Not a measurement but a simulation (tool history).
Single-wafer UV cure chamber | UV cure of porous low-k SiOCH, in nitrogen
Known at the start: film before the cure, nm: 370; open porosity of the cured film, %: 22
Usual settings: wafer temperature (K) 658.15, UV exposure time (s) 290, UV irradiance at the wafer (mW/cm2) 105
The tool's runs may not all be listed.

| run | hour | wafer temperature (K) | UV exposure time (s) | UV irradiance at the wafer (mW/cm2) | loss of film thickness in the cure (%) |
|---|---|---|---|---|---|
| 1 | 0 | 658.15 | 385 | 119 | 13.911 |
| 2 | 84.3 | 658.15 | 385 | 119 | 13.59 |
| 3 | 134 | 658.15 | 290 | 105 | 12.104 |
| 4 | 216.4 | 658.15 | 290 | 105 | 11.751 |
| 5 | 304 | 658.15 | 290 | 105 | 11.575 |
|  | 380.4 | quartz window cleaned |
| 6 | 382.8 | 658.15 | 290 | 105 | 11.864 |
| 7 | 458.5 | 658.15 | 290 | 105 | 11.78 |
| 8 | 523.9 | 658.15 | 290 | 105 | 11.334 |
| 9 | 577.3 | 668.15 | 290 | 105 | 11.557 |
| 10 | 627.3 | 658.15 | 290 | 105 | 11.674 |
| 11 | 674.7 | 658.15 | 290 | 105 | 11.75 |
| 12 | 741.1 | 658.15 | 290 | 105 | 11.402 |
|  | 865.6 | quartz window cleaned |
| 13 | 1002.5 | 658.15 | 220 | 119 | 10.843 |
|  | 1035.3 | UV bulbs replaced |
| 14 | 1066.7 | 658.15 | 220 | 119 | 12.559 |
| 15 | 1135.4 | 658.15 | 220 | 119 | 12.586 |
| 16 | 1202.8 | 658.15 | 220 | 119 | 12.589 |
| 17 | 1284.8 | 658.15 | 385 | 65 | 11.787 |
|  | 1318.6 | quartz window cleaned |
| 18 | 1390.4 | 665.15 | 290 | 105 | 12.71 |
| 19 | 1465.9 | 658.15 | 290 | 105 | 12.893 |
| 20 | 1526.4 | 667.15 | 415 | 77 | 13.197 |
| 21 | 1600.7 | 675.15 | 290 | 95 | 12.152 |
| 22 | 1645.5 | 658.15 | 290 | 105 | 12.5 |
| 23 | 1695.2 | 658.15 | 180 | 81 | 9.047 |
|  | 1742.2 | quartz window cleaned |
| 24 | 1742.7 | 668.15 | 140 | 105 | 9.1 |
| 25 | 1832.6 | 658.15 | 400 | 74 | 12.017 |
| 26 | 1879.9 | 658.15 | 290 | 105 | 12.387 |
| 27 | 1987.7 | 676.15 | 355 | 105 | 13.834 |
| 28 | 2054.6 | 658.15 | 180 | 81 | 8.531 |
| 29 | 2148.6 | 658.15 | 360 | 105 | 12.722 |
|  | 2205.5 | quartz window cleaned |
| 30 | 2223.8 | 674.15 | 205 | 93 | 10.104 |

5 ways to go on from here, each from the tool as it stands after run 30. What would each give?
| A | 2224.3 | 658.15 | 290 | 75 | ? |
| B | 2224.3 | 641.15 | 290 | 105 | ? |
| C | 2224.3 | 640.15 | 445 | 92 | ? |
| D | 2224.3 | 666.15 | 150 | 73 | ? |
| E | 2224.3 | 675.15 | 230 | 90 | ? |

| run | loss of film thickness in the cure (%) |
|---|---|
| A | 10.358 |
| B | 11.609 |
| C | 13.021 |
| D | 7.438 |
| E | 10.437 |
Without the tool's hidden state the same runs would have given:
| run | loss of film thickness in the cure (%) |
|---|---|
| A | 11.954 |
| B | 13.252 |
| C | 14.713 |
| D | 8.919 |
| E | 12.036 |

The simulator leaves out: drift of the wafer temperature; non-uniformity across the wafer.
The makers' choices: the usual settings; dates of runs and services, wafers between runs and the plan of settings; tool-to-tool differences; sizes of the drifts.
